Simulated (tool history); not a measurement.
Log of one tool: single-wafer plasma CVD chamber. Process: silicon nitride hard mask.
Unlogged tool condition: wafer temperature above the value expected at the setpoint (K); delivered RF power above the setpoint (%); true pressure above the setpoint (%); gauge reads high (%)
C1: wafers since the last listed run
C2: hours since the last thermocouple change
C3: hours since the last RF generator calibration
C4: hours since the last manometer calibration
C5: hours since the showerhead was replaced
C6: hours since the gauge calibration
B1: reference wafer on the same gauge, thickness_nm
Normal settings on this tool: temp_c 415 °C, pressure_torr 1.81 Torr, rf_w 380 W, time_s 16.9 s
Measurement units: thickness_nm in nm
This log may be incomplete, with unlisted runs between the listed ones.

run 1 day=0 | temp_c=415 pressure_torr=1.81 rf_w=440 time_s=16.9 | C1=0 C2=1146.7 C3=542.7 C4=1247.4 C5=2993.7 C6=1311.4 | B1=27.143 | thickness_nm=25.379
-- day=3.108 thermocouple changed; heater temperature recalibrated
run 2 day=4.412 | temp_c=415 pressure_torr=1.81 rf_w=440 time_s=16.9 | C1=1575 C2=31.3 C3=648.6 C4=1353.3 C5=3099.6 C6=1417.3 | B1=27.007 | thickness_nm=25.204
run 3 day=8.062 | temp_c=415 pressure_torr=1.81 rf_w=440 time_s=16.9 | C1=1409 C2=118.9 C3=736.2 C4=1440.9 C5=3187.2 C6=1504.9 | B1=27.056 | thickness_nm=25.591
run 4 day=9.925 | temp_c=415 pressure_torr=1.45 rf_w=380 time_s=19.5 | C1=719 C2=163.6 C3=780.9 C4=1485.6 C5=3231.9 C6=1549.6 | B1=27.111 | thickness_nm=24.21
run 5 day=11.742 | temp_c=415 pressure_torr=1.45 rf_w=380 time_s=19.5 | C1=701 C2=207.2 C3=824.5 C4=1529.2 C5=3275.5 C6=1593.2 | B1=27.098 | thickness_nm=24.114
run 6 day=13.621 | temp_c=415 pressure_torr=1.45 rf_w=380 time_s=19.5 | C1=725 C2=252.3 C3=869.6 C4=1574.3 C5=3320.6 C6=1638.3 | B1=27.099 | thickness_nm=24.301
-- day=14.946 gauge calibrated
run 7 day=15.825 | temp_c=415 pressure_torr=1.81 rf_w=380 time_s=18.2 | C1=851 C2=305.2 C3=922.5 C4=1627.2 C5=3373.5 C6=21.1 | B1=27.149 | thickness_nm=25.272
run 8 day=17.458 | temp_c=415 pressure_torr=1.81 rf_w=380 time_s=18.2 | C1=630 C2=344.4 C3=961.7 C4=1666.4 C5=3412.7 C6=60.3 | B1=27.081 | thickness_nm=25.362
-- day=20.492 RF generator calibrated
run 9 day=20.512 | temp_c=415 pressure_torr=1.81 rf_w=380 time_s=18.2 | C1=1050 C2=417.7 C3=0.5 C4=1739.7 C5=3486 C6=133.6 | B1=27.094 | thickness_nm=25.577
run 10 day=22.7 | temp_c=415 pressure_torr=1.81 rf_w=380 time_s=16.9 | C1=844 C2=470.2 C3=53 C4=1792.2 C5=3538.5 C6=186.1 | B1=27.149 | thickness_nm=23.558
-- day=32.304 showerhead replaced
run 11 day=35.208 | temp_c=415 pressure_torr=1.81 rf_w=380 time_s=16.9 | C1=4702 C2=770.4 C3=353.2 C4=2092.4 C5=69.7 C6=486.3 | B1=27.137 | thickness_nm=23.416
run 12 day=37.45 | temp_c=410 pressure_torr=1.81 rf_w=410 time_s=16.9 | C1=865 C2=824.2 C3=407 C4=2146.2 C5=123.5 C6=540.1 | B1=27.16 | thickness_nm=24.478
run 13 day=40.646 | temp_c=403 pressure_torr=1.81 rf_w=440 time_s=16.9 | C1=1234 C2=900.9 C3=483.7 C4=2222.9 C5=200.2 C6=616.8 | B1=27.177 | thickness_nm=25.454
run 14 day=43.592 | temp_c=415 pressure_torr=1.81 rf_w=380 time_s=18.1 | C1=1137 C2=971.6 C3=554.4 C4=2293.6 C5=270.9 C6=687.5 | B1=27.073 | thickness_nm=25.187
run 15 day=45.854 | temp_c=426 pressure_torr=1.81 rf_w=380 time_s=19.9 | C1=873 C2=1025.9 C3=608.7 C4=2347.9 C5=325.2 C6=741.8 | B1=27.023 | thickness_nm=27.743
run 16 day=48.046 | temp_c=415 pressure_torr=1.81 rf_w=380 time_s=19 | C1=846 C2=1078.5 C3=661.3 C4=2400.5 C5=377.8 C6=794.4 | B1=27.165 | thickness_nm=26.467

Run 17 comes next. What will it give?
run 17 day=50.754 | temp_c=405 pressure_torr=2 rf_w=445 time_s=17.8 | C1=1046 C2=1143.5 C3=726.3 C4=2465.5 C5=442.8 C6=859.4 | B1=? | thickness_nm=?

{"run 17": {"B1": 27.094, "thickness_nm": 28.324}}
On a tool with no hidden condition, and with the same random variation, this run would have come out at thickness_nm 28.324 nm.
